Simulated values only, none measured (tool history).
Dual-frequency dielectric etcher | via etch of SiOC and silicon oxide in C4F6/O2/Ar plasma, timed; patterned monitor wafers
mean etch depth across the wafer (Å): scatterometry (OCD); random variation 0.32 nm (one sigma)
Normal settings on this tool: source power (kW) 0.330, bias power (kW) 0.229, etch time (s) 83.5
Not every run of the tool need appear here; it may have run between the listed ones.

run,hour,source power (kW),bias power (kW),etch time (s),"read-back reference wafer on the same gauge, depth_nm",mean etch depth across the wafer (Å)
1,0.0,0.330,0.214,83.5,121.0,990
2,16.1,0.330,0.214,83.5,121.0,994
3,33.7,0.330,0.229,83.5,121.0,1022
4,42.6,0.330,0.229,83.5,121.0,1014
5,73.4,0.330,0.229,83.5,121.0,1012
6,89.6,0.330,0.229,83.5,121.0,1009
7,102.4,0.330,0.229,83.5,121.0,1014
8,112.9,0.330,0.229,83.5,121.0,1013
9,127.7,0.330,0.229,77.0,121.0,933
# hour 146.5: bias power generator calibrated
10,147.0,0.330,0.229,77.0,121.0,933
11,154.1,0.330,0.229,77.0,121.0,933
12,164.6,0.330,0.229,83.5,121.0,1010
# hour 197.4: gauge calibrated
# hour 199.6: upper electrode replaced
13,200.1,0.330,0.229,83.5,121.0,1000
14,200.4,0.330,0.229,83.5,121.0,1006
15,209.7,0.330,0.229,83.5,121.0,1005
# hour 218.6: source power generator calibrated
16,221.1,0.330,0.229,83.5,121.0,997
17,234.3,0.410,0.229,83.5,121.0,1114
# hour 269.7: wet clean of the chamber
18,270.2,0.330,0.229,83.5,121.0,1026
19,270.5,0.280,0.179,64.5,121.0,657
20,271.3,0.390,0.213,96.0,120.9,1245
21,301.1,0.330,0.274,96.0,121.1,1270
22,313.9,0.330,0.229,67.0,121.0,826
23,327.3,0.270,0.173,94.0,121.0,916
24,343.1,0.330,0.261,83.5,121.0,1078
25,355.4,0.390,0.229,83.5,121.0,1104
26,364.0,0.310,0.189,98.5,121.0,1067
27,375.1,0.330,0.229,83.5,120.9,1010
28,381.1,0.410,0.190,98.0,121.0,1216
29,396.8,0.330,0.229,83.5,121.0,1013
30,405.2,0.330,0.229,77.0,121.0,934
31,418.0,0.330,0.252,63.0,121.0,792

Exercise: give the hidden state of the tool at every run:
source power that arrives over what is set, %: 0 at every run
bias power that arrives over what is set, %: 0 at every run
gauge reads high (%): 0 at every run
H1: etch rate over this chamber's usual, %
run,H1
1,-0.922
2,-1.07
3,-1.24
4,-1.32
5,-1.6
6,-1.75
7,-1.87
8,-1.97
9,-2.11
10,-2.29
11,-2.35
12,-2.45
13,-2.78
14,-2.78
15,-2.87
16,-2.98
17,-3.1
18,-0.734
19,-0.737
20,-0.745
21,-1.02
22,-1.14
23,-1.26
24,-1.41
25,-1.53
26,-1.61
27,-1.71
28,-1.76
29,-1.91
30,-1.99
31,-2.11
